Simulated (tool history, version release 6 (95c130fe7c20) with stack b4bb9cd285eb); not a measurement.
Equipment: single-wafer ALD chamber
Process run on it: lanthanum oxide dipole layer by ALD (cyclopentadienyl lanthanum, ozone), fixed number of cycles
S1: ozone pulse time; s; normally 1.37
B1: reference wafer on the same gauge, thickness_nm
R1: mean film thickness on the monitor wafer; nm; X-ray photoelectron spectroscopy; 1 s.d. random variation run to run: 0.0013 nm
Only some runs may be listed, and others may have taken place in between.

Run 1, hour 0: usual settings but S1 1.14 s; B1 0.558. Result: R1 0.498 nm.
Run 2, hour 12.7: usual settings but S1 1.14 s; B1 0.558. Result: R1 0.493 nm.
Run 3, hour 30: usual settings but S1 1.02 s; B1 0.558. Result: R1 0.478 nm.
Run 4, hour 36: usual settings but S1 1.55 s; B1 0.559. Result: R1 0.528 nm.
Run 5, hour 47.7: usual settings but S1 1.55 s; B1 0.559. Result: R1 0.524 nm.
Run 6, hour 60.3: usual settings but S1 1.55 s; B1 0.558. Result: R1 0.525 nm.
Run 7, hour 67.1: usual settings but S1 0.95 s; B1 0.558. Result: R1 0.465 nm.
Run 8, hour 82.3: usual settings but S1 0.95 s; B1 0.557. Result: R1 0.464 nm.
Run 9, hour 97.1: usual settings but S1 1.22 s; B1 0.558. Result: R1 0.495 nm.
Run 10, hour 108: usual settings but S1 1.51 s; B1 0.558. Result: R1 0.518 nm.
Run 11, hour 124.2: usual settings; B1 0.558. Result: R1 0.504 nm.
At hour 125.1: gauge calibrated.
Run 12, hour 133.9: usual settings; B1 0.558. Result: R1 0.506 nm.
Run 13, hour 148.8: usual settings; B1 0.558. Result: R1 0.502 nm.
Run 14, hour 156: usual settings but S1 1.08 s; B1 0.558. Result: R1 0.473 nm.
Run 15, hour 168.2: usual settings; B1 0.559. Result: R1 0.503 nm.
Run 16, hour 180.8: usual settings but S1 0.89 s; B1 0.558. Result: R1 0.44 nm.
Run 17, hour 194: usual settings but S1 1.74 s; B1 0.557. Result: R1 0.526 nm.
At hour 209.3: ozone generator serviced.
Run 18, hour 209.8: usual settings but S1 0.87 s; B1 0.558. Result: R1 0.483 nm.
Run 19, hour 215: usual settings but S1 0.89 s; B1 0.558. Result: R1 0.484 nm.
Run 20, hour 225.9: usual settings but S1 0.94 s; B1 0.558. Result: R1 0.489 nm.
At hour 235.6: thermocouple changed; heater temperature recalibrated.
Run 21, hour 236.3: usual settings but S1 1.87 s; B1 0.558. Result: R1 0.55 nm.
At hour 258.7: showerhead replaced.
Run 22, hour 272.8: usual settings; B1 0.557. Result: R1 0.53 nm.
Run 23, hour 319.7: usual settings but S1 1.65 s; B1 0.559. Result: R1 0.542 nm.
Run 24, hour 333: usual settings; B1 0.558. Result: R1 0.526 nm.
Run 25, hour 341.9: usual settings but S1 0.92 s; B1 0.558. Result: R1 0.485 nm.
Run 26, hour 355.2: usual settings but S1 1.15 s; B1 0.559. Result: R1 0.512 nm.

The same runs without the tool's hidden state, with the same run-to-run variation:
Hidden state present: wafer temperature above the value expected at the setpoint (K); ozone dose above that of a generator just serviced (%); gauge reads high (%).
run     R1
  1  0.515
  2  0.511
  3    0.5
  4  0.542
  5  0.538
  6   0.54
  7  0.492
  8  0.492
  9   0.52
 10  0.538
 11  0.528
 12  0.531
 13  0.529
 14  0.507
 15  0.532
 16  0.483
 17  0.548
 18  0.484
 19  0.485
 20  0.491
 21  0.551
 22  0.531
 23  0.543
 24  0.528
 25  0.488
 26  0.515
